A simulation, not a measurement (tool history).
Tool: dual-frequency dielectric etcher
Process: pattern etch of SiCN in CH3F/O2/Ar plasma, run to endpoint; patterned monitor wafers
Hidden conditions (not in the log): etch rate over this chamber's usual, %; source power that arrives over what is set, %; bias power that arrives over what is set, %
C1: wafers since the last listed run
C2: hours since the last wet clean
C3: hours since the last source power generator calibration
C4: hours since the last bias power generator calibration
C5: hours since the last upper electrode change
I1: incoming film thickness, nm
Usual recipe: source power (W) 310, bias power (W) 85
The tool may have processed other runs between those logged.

Run 1, hour 0: usual settings; C1 0; C2 352.9; C3 2579.1; C4 4994.9; C5 4703.8; I1 9.61. Result: endpoint time (s) 25.1.
Run 2, hour 27.3: usual settings; C1 512; C2 380.2; C3 2606.4; C4 5022.2; C5 4731.1; I1 9.59. Result: endpoint time (s) 24.8.
Run 3, hour 60.1: usual settings; C1 615; C2 413; C3 2639.2; C4 5055; C5 4763.9; I1 9.62. Result: endpoint time (s) 24.9.
Run 4, hour 83.3: usual settings but source power (W) 290; C1 435; C2 436.2; C3 2662.4; C4 5078.2; C5 4787.1; I1 9.61. Result: endpoint time (s) 25.5.
Run 5, hour 106.9: usual settings but source power (W) 290; C1 442; C2 459.8; C3 2686; C4 5101.8; C5 4810.7; I1 9.71. Result: endpoint time (s) 25.3.
Run 6, hour 119.2: usual settings but source power (W) 360, bias power (W) 69; C1 230; C2 472.1; C3 2698.3; C4 5114.1; C5 4823; I1 9.62. Result: endpoint time (s) 24.3.
Run 7, hour 137.5: usual settings but source power (W) 360, bias power (W) 69; C1 343; C2 490.4; C3 2716.6; C4 5132.4; C5 4841.3; I1 9.65. Result: endpoint time (s) 24.7.
Run 8, hour 168.5: usual settings; C1 581; C2 521.4; C3 2747.6; C4 5163.4; C5 4872.3; I1 9.59. Result: endpoint time (s) 24.4.
At hour 221: wet clean of the chamber.
Run 9, hour 264.9: usual settings; C1 1358; C2 43.9; C3 2844; C4 5259.8; C5 4968.7; I1 9.53. Result: endpoint time (s) 25.6.
Run 10, hour 289.8: usual settings; C1 467; C2 68.8; C3 2868.9; C4 5284.7; C5 4993.6; I1 9.54. Result: endpoint time (s) 25.4.
Run 11, hour 307.3: usual settings; C1 328; C2 86.3; C3 2886.4; C4 5302.2; C5 5011.1; I1 9.61. Result: endpoint time (s) 25.6.
Run 12, hour 329.2: usual settings; C1 410; C2 108.2; C3 2908.3; C4 5324.1; C5 5033; I1 9.52. Result: endpoint time (s) 25.1.
Run 13, hour 358.4: usual settings but bias power (W) 70; C1 547; C2 137.4; C3 2937.5; C4 5353.3; C5 5062.2; I1 9.63. Result: endpoint time (s) 27.
At hour 367: source power generator calibrated.
Run 14, hour 393.2: usual settings but source power (W) 270, bias power (W) 77; C1 577; C2 172.2; C3 26.2; C4 5388.1; C5 5097; I1 9.67. Result: endpoint time (s) 27.6.
Run 15, hour 414.8: usual settings; C1 405; C2 193.8; C3 47.8; C4 5409.7; C5 5118.6; I1 9.63. Result: endpoint time (s) 25.5.
Run 16, hour 435.1: usual settings but source power (W) 280; C1 380; C2 214.1; C3 68.1; C4 5430; C5 5138.9; I1 9.59. Result: endpoint time (s) 26.1.
Run 17, hour 468.2: usual settings but bias power (W) 65; C1 620; C2 247.2; C3 101.2; C4 5463.1; C5 5172; I1 9.54. Result: endpoint time (s) 26.8.
Run 18, hour 492.5: usual settings; C1 455; C2 271.5; C3 125.5; C4 5487.4; C5 5196.3; I1 9.58. Result: endpoint time (s) 25.1.
At hour 523: upper electrode replaced, of another model than before.
Run 19, hour 523.5: usual settings but bias power (W) 96; C1 131; C2 302.5; C3 156.5; C4 5518.4; C5 0.5; I1 9.59. Result: endpoint time (s) 23.9.
Run 20, hour 525.3: usual settings; C1 33; C2 304.3; C3 158.3; C4 5520.2; C5 2.3; I1 9.66. Result: endpoint time (s) 25.1.
Run 21, hour 554.3: usual settings but source power (W) 240, bias power (W) 102; C1 544; C2 333.3; C3 187.3; C4 5549.2; C5 31.3; I1 9.62. Result: endpoint time (s) 24.7.
At hour 565.3: bias power generator calibrated.
Run 22, hour 576.9: usual settings but source power (W) 350, bias power (W) 70; C1 348; C2 355.9; C3 209.9; C4 11.6; C5 53.9; I1 9.61. Result: endpoint time (s) 26.2.
Run 23, hour 605: usual settings but source power (W) 250; C1 527; C2 384; C3 238; C4 39.7; C5 82; I1 9.67. Result: endpoint time (s) 26.3.
Run 24, hour 634.1: usual settings but source power (W) 280; C1 545; C2 413.1; C3 267.1; C4 68.8; C5 111.1; I1 9.62. Result: endpoint time (s) 25.6.
Run 25, hour 666: usual settings; C1 598; C2 445; C3 299; C4 100.7; C5 143; I1 9.56. Result: endpoint time (s) 24.8.

What does the tool deliver on the next run?
Run 26, hour 682.1: usual settings but source power (W) 270, bias power (W) 79; C1 302; C2 461.1; C3 315.1; C4 116.8; C5 159.1; I1 9.55. Result: endpoint time (s) ?.

Run 26 produced endpoint time (s) 26.2.
Without the tool's hidden state the same run would have given endpoint time (s) 27.1.
